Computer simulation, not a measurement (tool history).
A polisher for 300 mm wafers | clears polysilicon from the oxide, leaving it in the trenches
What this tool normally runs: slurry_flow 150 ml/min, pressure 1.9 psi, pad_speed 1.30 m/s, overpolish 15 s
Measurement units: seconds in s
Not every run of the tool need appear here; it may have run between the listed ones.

run,hour,slurry_flow,pressure,pad_speed,overpolish,wafers since the last listed run,wafers polished on this pad,hours since the slurry nozzle was cleaned,hours since the head pressure was calibrated,"incoming thickness of the incoming film, nm",seconds
1,0.0,150,1.9,1.30,15,0,103,310.4,291.4,687.8,56.4
2,9.4,150,1.9,1.30,15,57,160,319.8,300.8,689.0,56.0
3,19.8,150,1.9,1.30,15,63,224,330.2,311.2,694.5,58.3
4,30.1,150,1.9,1.30,15,62,286,340.5,321.5,680.7,57.6
5,47.0,150,1.9,1.30,15,102,389,357.4,338.4,698.7,57.8
6,61.6,150,1.9,1.30,15,88,478,372.0,353.0,696.0,60.5
7,79.1,150,1.9,1.30,15,106,584,389.5,370.5,694.3,58.4
8,95.1,150,1.9,1.20,15,97,682,405.5,386.5,692.8,63.9
9,115.3,150,1.9,1.30,15,122,805,425.7,406.7,699.6,61.5
10,132.6,150,1.9,1.30,15,105,910,443.0,424.0,697.0,59.7
11,140.7,180,1.9,1.06,9,49,959,451.1,432.1,700.3,68.8
# hour 146.9: slurry nozzle cleaned
12,155.2,150,2.6,0.88,15,82,1041,8.3,446.6,696.0,59.7
13,170.9,200,2.5,1.66,7,95,1137,24.0,462.3,678.1,35.9
# hour 177.8: worn pad replaced by a new one
14,181.6,170,1.7,1.52,11,40,23,34.7,473.0,690.8,61.8
15,191.2,150,1.9,1.30,15,58,81,44.3,482.6,689.7,62.6
16,205.6,150,1.9,1.30,15,87,169,58.7,497.0,681.7,64.7
17,212.0,195,2.1,1.12,15,38,208,65.1,503.4,698.7,63.9
# hour 228.0: head pressure recalibrated
# hour 239.4: worn pad replaced by a new one, repeated, since the last time left the tool worse
18,261.0,185,1.2,1.30,11,261,131,114.1,33.0,700.5,88.3
19,277.5,150,1.9,1.30,20,100,232,130.6,49.5,695.1,58.1
20,288.4,150,1.9,1.14,15,66,298,141.5,60.4,685.3,62.6

5 ways to go on from here, each from the tool as it stands after run 20. What would each give?
A,288.9,150,1.9,1.30,15,3,301,142.0,60.9,684.9,?
B,288.9,185,1.3,1.30,15,3,301,142.0,60.9,684.9,?
C,288.9,180,1.9,1.56,15,3,301,142.0,60.9,684.9,?
D,288.9,150,1.9,0.88,12,3,301,142.0,60.9,684.9,?
E,288.9,150,1.9,1.56,11,3,301,142.0,60.9,684.9,?

run,seconds
A,55.8
B,79.0
C,46.5
D,76.5
E,47.8
With no hidden state in the tool, these same runs would have given:
run,seconds
A,54.3
B,76.9
C,45.3
D,74.4
E,46.5
